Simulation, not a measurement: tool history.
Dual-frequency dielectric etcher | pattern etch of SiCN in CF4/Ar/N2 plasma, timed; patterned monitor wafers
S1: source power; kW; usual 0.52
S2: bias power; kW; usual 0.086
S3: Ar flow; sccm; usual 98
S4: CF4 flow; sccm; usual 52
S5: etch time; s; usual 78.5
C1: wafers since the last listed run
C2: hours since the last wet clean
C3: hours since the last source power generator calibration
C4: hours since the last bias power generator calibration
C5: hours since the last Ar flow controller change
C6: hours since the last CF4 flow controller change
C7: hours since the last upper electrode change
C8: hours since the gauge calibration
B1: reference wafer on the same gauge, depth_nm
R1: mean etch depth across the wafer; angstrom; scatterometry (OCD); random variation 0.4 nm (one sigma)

| run | hour | S1 | S2 | S3 | S4 | S5 | C1 | C2 | C3 | C4 | C5 | C6 | C7 | C8 | B1 | R1 |
|---|---|---|---|---|---|---|---|---|---|---|---|---|---|---|---|---|
| 1 | 0 | 0.52 | 0.086 | 98 | 52 | 64.5 | 0 | 466.1 | 1812.8 | 3240.1 | 4315.4 | 1914.5 | 4698.2 | 934.8 | 69.9 | 638 |
|  | 43.1 | Ar flow controller replaced |
|  | 44.5 | wet clean of the chamber |
| 2 | 64.7 | 0.52 | 0.086 | 98 | 52 | 64.5 | 523 | 20.2 | 1877.5 | 3304.8 | 21.6 | 1979.2 | 4762.9 | 999.5 | 69.9 | 636 |
| 3 | 132.9 | 0.52 | 0.086 | 98 | 52 | 64.5 | 624 | 88.4 | 1945.7 | 3373 | 89.8 | 2047.4 | 4831.1 | 1067.7 | 69.9 | 638 |
|  | 164.5 | gauge calibrated |
| 4 | 190.2 | 0.52 | 0.086 | 98 | 52 | 78.5 | 524 | 145.7 | 2003 | 3430.3 | 147.1 | 2104.7 | 4888.4 | 25.7 | 69.9 | 774 |
|  | 255.7 | source power generator calibrated |
| 5 | 259.5 | 0.52 | 0.086 | 98 | 52 | 78.5 | 597 | 215 | 3.8 | 3499.6 | 216.4 | 2174 | 4957.7 | 95 | 69.8 | 762 |
|  | 284.7 | CF4 flow controller replaced |
| 6 | 285.2 | 0.52 | 0.071 | 98 | 52 | 78.5 | 180 | 240.7 | 29.5 | 3525.3 | 242.1 | 0.5 | 4983.4 | 120.7 | 70 | 695 |
|  | 348.3 | upper electrode replaced, of another model than before |
| 7 | 350.1 | 0.44 | 0.106 | 116 | 52 | 85 | 374 | 305.6 | 94.4 | 3590.2 | 307 | 65.4 | 1.8 | 185.6 | 69.9 | 870 |
| 8 | 388.5 | 0.52 | 0.086 | 107 | 52 | 78.5 | 351 | 344 | 132.8 | 3628.6 | 345.4 | 103.8 | 40.2 | 224 | 70 | 751 |
| 9 | 441.4 | 0.52 | 0.086 | 90 | 52 | 78.5 | 484 | 396.9 | 185.7 | 3681.5 | 398.3 | 156.7 | 93.1 | 276.9 | 69.9 | 760 |
| 10 | 467.5 | 0.52 | 0.086 | 98 | 41 | 78.5 | 238 | 423 | 211.8 | 3707.6 | 424.4 | 182.8 | 119.2 | 303 | 69.9 | 737 |
|  | 520.1 | wet clean of the chamber |
| 11 | 520.6 | 0.52 | 0.075 | 98 | 52 | 62.5 | 266 | 0.5 | 264.9 | 3760.7 | 477.5 | 235.9 | 172.3 | 356.1 | 69.8 | 540 |
| 12 | 574.7 | 0.52 | 0.086 | 98 | 52 | 78.5 | 495 | 54.6 | 319 | 3814.8 | 531.6 | 290 | 226.4 | 410.2 | 69.8 | 759 |
|  | 593.3 | bias power generator calibrated |
| 13 | 607.9 | 0.52 | 0.086 | 98 | 52 | 78.5 | 267 | 87.8 | 352.2 | 14.6 | 564.8 | 323.2 | 259.6 | 443.4 | 69.9 | 758 |
| 14 | 672 | 0.52 | 0.086 | 98 | 41 | 78.5 | 586 | 151.9 | 416.3 | 78.7 | 628.9 | 387.3 | 323.7 | 507.5 | 69.8 | 743 |
| 15 | 699 | 0.52 | 0.105 | 98 | 61 | 78.5 | 247 | 178.9 | 443.3 | 105.7 | 655.9 | 414.3 | 350.7 | 534.5 | 69.9 | 878 |

The next listed run, before its measurement:
| 16 | 729.3 | 0.57 | 0.086 | 119 | 52 | 78.5 | 277 | 209.2 | 473.6 | 136 | 686.2 | 444.6 | 381 | 564.8 | ? | ? |

B1: 69.9
R1: 767 angstrom
Without the tool's hidden state the same run would have given R1 767 angstrom.

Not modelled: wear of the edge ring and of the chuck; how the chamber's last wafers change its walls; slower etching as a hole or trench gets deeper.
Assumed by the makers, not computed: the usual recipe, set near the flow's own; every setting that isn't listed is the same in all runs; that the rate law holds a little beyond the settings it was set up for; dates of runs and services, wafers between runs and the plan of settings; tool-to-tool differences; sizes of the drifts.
